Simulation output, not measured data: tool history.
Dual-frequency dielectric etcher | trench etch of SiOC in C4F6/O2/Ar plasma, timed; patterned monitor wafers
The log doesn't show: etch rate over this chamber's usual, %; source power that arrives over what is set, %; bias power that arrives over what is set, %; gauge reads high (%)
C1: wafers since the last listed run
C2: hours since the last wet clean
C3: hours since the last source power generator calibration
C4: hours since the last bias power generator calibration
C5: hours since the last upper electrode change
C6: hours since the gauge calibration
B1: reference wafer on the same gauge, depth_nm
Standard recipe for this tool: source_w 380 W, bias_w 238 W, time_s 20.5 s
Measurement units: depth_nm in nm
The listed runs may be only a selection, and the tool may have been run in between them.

{"run": 1, "day": 0.0, "source_w": 380, "bias_w": 206, "time_s": 20.5, "C1": 0, "C2": 507.9, "C3": 1743.2, "C4": 3797.3, "C5": 4849.2, "C6": 76.6, "B1": 43.53, "depth_nm": 44.5}
{"run": 2, "day": 0.421, "source_w": 380, "bias_w": 206, "time_s": 20.5, "C1": 214, "C2": 518.0, "C3": 1753.3, "C4": 3807.4, "C5": 4859.3, "C6": 86.7, "B1": 43.47, "depth_nm": 44.38}
{"run": 3, "day": 0.783, "source_w": 380, "bias_w": 238, "time_s": 20.5, "C1": 184, "C2": 526.7, "C3": 1762.0, "C4": 3816.1, "C5": 4868.0, "C6": 95.4, "B1": 43.51, "depth_nm": 45.94}
{"run": 4, "day": 1.475, "source_w": 380, "bias_w": 238, "time_s": 20.5, "C1": 351, "C2": 543.3, "C3": 1778.6, "C4": 3832.7, "C5": 4884.6, "C6": 112.0, "B1": 43.49, "depth_nm": 45.95}
{"day": 2.529, "done": "wet clean of the chamber"}
{"day": 2.688, "done": "upper electrode replaced"}
{"run": 5, "day": 2.708, "source_w": 380, "bias_w": 238, "time_s": 20.5, "C1": 37, "C2": 4.3, "C3": 1808.2, "C4": 3862.3, "C5": 0.5, "C6": 141.6, "B1": 43.47, "depth_nm": 48.63}
{"run": 6, "day": 2.721, "source_w": 380, "bias_w": 238, "time_s": 20.5, "C1": 6, "C2": 4.6, "C3": 1808.5, "C4": 3862.6, "C5": 0.8, "C6": 141.9, "B1": 43.51, "depth_nm": 48.83}
{"day": 2.938, "done": "source power generator calibrated"}
{"run": 7, "day": 2.958, "source_w": 380, "bias_w": 238, "time_s": 20.5, "C1": 36, "C2": 10.3, "C3": 0.5, "C4": 3868.3, "C5": 6.5, "C6": 147.6, "B1": 43.51, "depth_nm": 48.73}
{"day": 3.596, "done": "bias power generator calibrated"}
{"run": 8, "day": 3.617, "source_w": 380, "bias_w": 238, "time_s": 20.5, "C1": 250, "C2": 26.1, "C3": 16.3, "C4": 0.5, "C5": 22.3, "C6": 163.4, "B1": 43.5, "depth_nm": 48.63}
{"day": 4.008, "done": "gauge calibrated"}
{"run": 9, "day": 4.162, "source_w": 380, "bias_w": 238, "time_s": 20.5, "C1": 277, "C2": 39.2, "C3": 29.4, "C4": 13.6, "C5": 35.4, "C6": 3.7, "B1": 43.53, "depth_nm": 48.42}
{"run": 10, "day": 4.55, "source_w": 290, "bias_w": 238, "time_s": 20.5, "C1": 197, "C2": 48.5, "C3": 38.7, "C4": 22.9, "C5": 44.7, "C6": 13.0, "B1": 43.53, "depth_nm": 44.9}
{"run": 11, "day": 4.958, "source_w": 380, "bias_w": 280, "time_s": 15.0, "C1": 207, "C2": 58.3, "C3": 48.5, "C4": 32.7, "C5": 54.5, "C6": 22.8, "B1": 43.48, "depth_nm": 37.16}
{"run": 12, "day": 5.512, "source_w": 380, "bias_w": 238, "time_s": 20.5, "C1": 281, "C2": 71.6, "C3": 61.8, "C4": 46.0, "C5": 67.8, "C6": 36.1, "B1": 43.51, "depth_nm": 48.61}
{"run": 13, "day": 5.779, "source_w": 280, "bias_w": 238, "time_s": 20.5, "C1": 135, "C2": 78.0, "C3": 68.2, "C4": 52.4, "C5": 74.2, "C6": 42.5, "B1": 43.55, "depth_nm": 44.32}
{"run": 14, "day": 6.192, "source_w": 420, "bias_w": 218, "time_s": 15.5, "C1": 209, "C2": 87.9, "C3": 78.1, "C4": 62.3, "C5": 84.1, "C6": 52.4, "B1": 43.49, "depth_nm": 37.01}
{"run": 15, "day": 6.471, "source_w": 380, "bias_w": 274, "time_s": 20.5, "C1": 142, "C2": 94.6, "C3": 84.8, "C4": 69.0, "C5": 90.8, "C6": 59.1, "B1": 43.48, "depth_nm": 50.19}
{"run": 16, "day": 7.05, "source_w": 420, "bias_w": 218, "time_s": 15.5, "C1": 294, "C2": 108.5, "C3": 98.7, "C4": 82.9, "C5": 104.7, "C6": 73.0, "B1": 43.47, "depth_nm": 36.71}
{"run": 17, "day": 7.379, "source_w": 460, "bias_w": 287, "time_s": 26.0, "C1": 167, "C2": 116.4, "C3": 106.6, "C4": 90.8, "C5": 112.6, "C6": 80.9, "B1": 43.47, "depth_nm": 68.42}
{"run": 18, "day": 8.017, "source_w": 320, "bias_w": 286, "time_s": 25.0, "C1": 324, "C2": 131.7, "C3": 121.9, "C4": 106.1, "C5": 127.9, "C6": 96.2, "B1": 43.51, "depth_nm": 58.61}
{"run": 19, "day": 8.346, "source_w": 380, "bias_w": 238, "time_s": 20.5, "C1": 167, "C2": 139.6, "C3": 129.8, "C4": 114.0, "C5": 135.8, "C6": 104.1, "B1": 43.51, "depth_nm": 47.97}

Forecast each of these 3 alternatives for the next run:
{"run": "A", "day": 8.362, "source_w": 380, "bias_w": 238, "time_s": 20.5, "C1": 8, "C2": 140.0, "C3": 130.2, "C4": 114.4, "C5": 136.2, "C6": 104.5, "B1": "?", "depth_nm": "?"}
{"run": "B", "day": 8.362, "source_w": 430, "bias_w": 261, "time_s": 20.5, "C1": 8, "C2": 140.0, "C3": 130.2, "C4": 114.4, "C5": 136.2, "C6": 104.5, "B1": "?", "depth_nm": "?"}
{"run": "C", "day": 8.362, "source_w": 380, "bias_w": 238, "time_s": 16.5, "C1": 8, "C2": 140.0, "C3": 130.2, "C4": 114.4, "C5": 136.2, "C6": 104.5, "B1": "?", "depth_nm": "?"}

run=A B1=43.53 depth_nm=48.01
run=B B1=43.53 depth_nm=51.05
run=C B1=43.53 depth_nm=38.64
What these runs would have given with no unlogged condition in the tool:
run=A depth_nm=48.60
run=B depth_nm=51.68
run=C depth_nm=39.12

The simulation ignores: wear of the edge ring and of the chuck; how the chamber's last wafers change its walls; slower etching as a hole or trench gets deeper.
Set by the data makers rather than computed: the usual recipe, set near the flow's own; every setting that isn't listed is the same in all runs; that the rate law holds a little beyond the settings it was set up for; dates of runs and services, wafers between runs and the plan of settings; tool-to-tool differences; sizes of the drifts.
